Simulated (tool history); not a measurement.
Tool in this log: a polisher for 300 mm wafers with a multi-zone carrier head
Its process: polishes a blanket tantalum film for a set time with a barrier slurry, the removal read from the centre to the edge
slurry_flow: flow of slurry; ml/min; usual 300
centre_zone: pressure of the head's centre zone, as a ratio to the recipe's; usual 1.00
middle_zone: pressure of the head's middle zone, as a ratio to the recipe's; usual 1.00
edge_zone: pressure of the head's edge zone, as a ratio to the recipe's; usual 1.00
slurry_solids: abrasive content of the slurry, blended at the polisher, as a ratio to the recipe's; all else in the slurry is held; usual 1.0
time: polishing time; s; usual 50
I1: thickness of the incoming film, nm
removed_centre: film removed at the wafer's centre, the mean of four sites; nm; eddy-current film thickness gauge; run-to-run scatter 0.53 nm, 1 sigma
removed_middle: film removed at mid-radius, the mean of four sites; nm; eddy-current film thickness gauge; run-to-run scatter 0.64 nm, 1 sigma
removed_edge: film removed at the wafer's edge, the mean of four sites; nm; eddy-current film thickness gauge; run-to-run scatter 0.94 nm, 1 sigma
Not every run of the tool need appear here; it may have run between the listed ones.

run 1 hour=0.0 | slurry_flow=300 centre_zone=1.00 middle_zone=1.00 edge_zone=1.00 slurry_solids=1.0 time=50 | I1=293.5 | removed_centre=54.4 removed_middle=55.7 removed_edge=58.9
-- hour=21.9 slurry nozzle cleaned
run 2 hour=47.6 | slurry_flow=300 centre_zone=1.00 middle_zone=1.00 edge_zone=1.00 slurry_solids=1.0 time=50 | I1=285.4 | removed_centre=60.2 removed_middle=61.9 removed_edge=64.2
-- hour=65.0 worn pad replaced by a new one
run 3 hour=96.7 | slurry_flow=300 centre_zone=1.00 middle_zone=1.00 edge_zone=1.00 slurry_solids=1.0 time=50 | I1=293.8 | removed_centre=60.0 removed_middle=60.4 removed_edge=63.3
run 4 hour=153.7 | slurry_flow=300 centre_zone=1.00 middle_zone=1.00 edge_zone=1.00 slurry_solids=1.0 time=50 | I1=292.4 | removed_centre=60.1 removed_middle=59.8 removed_edge=61.0
run 5 hour=193.1 | slurry_flow=300 centre_zone=1.00 middle_zone=1.00 edge_zone=1.00 slurry_solids=1.0 time=50 | I1=288.8 | removed_centre=59.4 removed_middle=59.8 removed_edge=62.6
-- hour=332.7 slurry nozzle cleaned
run 6 hour=355.7 | slurry_flow=300 centre_zone=0.95 middle_zone=1.00 edge_zone=1.11 slurry_solids=1.0 time=55 | I1=289.5 | removed_centre=62.9 removed_middle=68.6 removed_edge=72.7
-- hour=376.7 worn pad replaced by a new one
run 7 hour=410.4 | slurry_flow=230 centre_zone=1.04 middle_zone=1.00 edge_zone=0.92 slurry_solids=1.0 time=50 | I1=284.8 | removed_centre=59.5 removed_middle=60.3 removed_edge=58.7
-- hour=420.4 carrier head's membrane replaced by a new one
run 8 hour=460.2 | slurry_flow=365 centre_zone=1.00 middle_zone=1.00 edge_zone=1.00 slurry_solids=1.1 time=50 | I1=290.1 | removed_centre=62.6 removed_middle=63.9 removed_edge=65.0
run 9 hour=487.0 | slurry_flow=300 centre_zone=1.07 middle_zone=1.00 edge_zone=1.09 slurry_solids=1.0 time=50 | I1=294.6 | removed_centre=64.2 removed_middle=61.3 removed_edge=65.7
run 10 hour=539.6 | slurry_flow=300 centre_zone=0.93 middle_zone=1.00 edge_zone=1.00 slurry_solids=1.0 time=37 | I1=289.5 | removed_centre=40.3 removed_middle=44.7 removed_edge=44.6
run 11 hour=570.7 | slurry_flow=250 centre_zone=1.00 middle_zone=1.00 edge_zone=1.00 slurry_solids=1.0 time=50 | I1=292.1 | removed_centre=57.2 removed_middle=59.3 removed_edge=59.2
run 12 hour=642.3 | slurry_flow=300 centre_zone=1.00 middle_zone=1.00 edge_zone=1.00 slurry_solids=0.8 time=56 | I1=293.2 | removed_centre=59.1 removed_middle=61.3 removed_edge=62.5
-- hour=687.6 slurry nozzle cleaned
-- hour=700.9 edge zone pressure recalibrated
run 13 hour=701.4 | slurry_flow=300 centre_zone=1.00 middle_zone=1.00 edge_zone=1.00 slurry_solids=1.0 time=50 | I1=287.5 | removed_centre=58.9 removed_middle=61.6 removed_edge=63.9
-- hour=709.3 worn pad replaced by a new one
run 14 hour=760.9 | slurry_flow=300 centre_zone=1.00 middle_zone=1.00 edge_zone=0.92 slurry_solids=1.0 time=50 | I1=293.8 | removed_centre=59.5 removed_middle=61.1 removed_edge=58.7
run 15 hour=788.6 | slurry_flow=260 centre_zone=1.00 middle_zone=1.05 edge_zone=1.00 slurry_solids=1.0 time=40 | I1=294.0 | removed_centre=47.1 removed_middle=50.4 removed_edge=49.0
run 16 hour=826.7 | slurry_flow=220 centre_zone=1.00 middle_zone=1.00 edge_zone=1.11 slurry_solids=1.0 time=50 | I1=284.6 | removed_centre=56.6 removed_middle=59.2 removed_edge=64.4
run 17 hour=878.4 | slurry_flow=300 centre_zone=1.00 middle_zone=1.00 edge_zone=1.00 slurry_solids=1.0 time=50 | I1=288.4 | removed_centre=58.6 removed_middle=59.6 removed_edge=63.4
run 18 hour=944.4 | slurry_flow=300 centre_zone=1.00 middle_zone=1.00 edge_zone=1.07 slurry_solids=1.0 time=50 | I1=286.8 | removed_centre=56.7 removed_middle=59.6 removed_edge=63.8
run 19 hour=989.7 | slurry_flow=300 centre_zone=1.00 middle_zone=1.00 edge_zone=1.00 slurry_solids=1.0 time=62 | I1=288.8 | removed_centre=70.8 removed_middle=73.4 removed_edge=76.3
run 20 hour=1047.3 | slurry_flow=225 centre_zone=1.00 middle_zone=1.00 edge_zone=1.00 slurry_solids=1.0 time=50 | I1=291.8 | removed_centre=52.5 removed_middle=54.6 removed_edge=57.8
-- hour=1051.5 centre zone pressure recalibrated
-- hour=1071.7 worn pad replaced by a new one
-- hour=1092.4 slurry nozzle cleaned
run 21 hour=1115.5 | slurry_flow=300 centre_zone=1.00 middle_zone=1.00 edge_zone=0.91 slurry_solids=1.0 time=50 | I1=287.6 | removed_centre=58.8 removed_middle=61.1 removed_edge=60.9

The tool's hidden state at each run:
removal rate lost through wear of the pad, %: 0 on each run
deviation of the centre zone's pressure from its setpoint, %: 0 on each run
deviation of the edge zone's pressure from its setpoint, %: 0 on each run
H1: slurry flow missing at the pad, %
run=1 H1=47.8
run=2 H1=3.5
run=3 H1=4.98
run=4 H1=8.51
run=5 H1=12.1
run=6 H1=2.09
run=7 H1=3.74
run=8 H1=6.81
run=9 H1=9.07
run=10 H1=14.8
run=11 H1=18.9
run=12 H1=30.7
run=13 H1=5.59
run=14 H1=7.14
run=15 H1=8.59
run=16 H1=11.3
run=17 H1=16.5
run=18 H1=25.3
run=19 H1=32.9
run=20 H1=44.3
run=21 H1=3.79

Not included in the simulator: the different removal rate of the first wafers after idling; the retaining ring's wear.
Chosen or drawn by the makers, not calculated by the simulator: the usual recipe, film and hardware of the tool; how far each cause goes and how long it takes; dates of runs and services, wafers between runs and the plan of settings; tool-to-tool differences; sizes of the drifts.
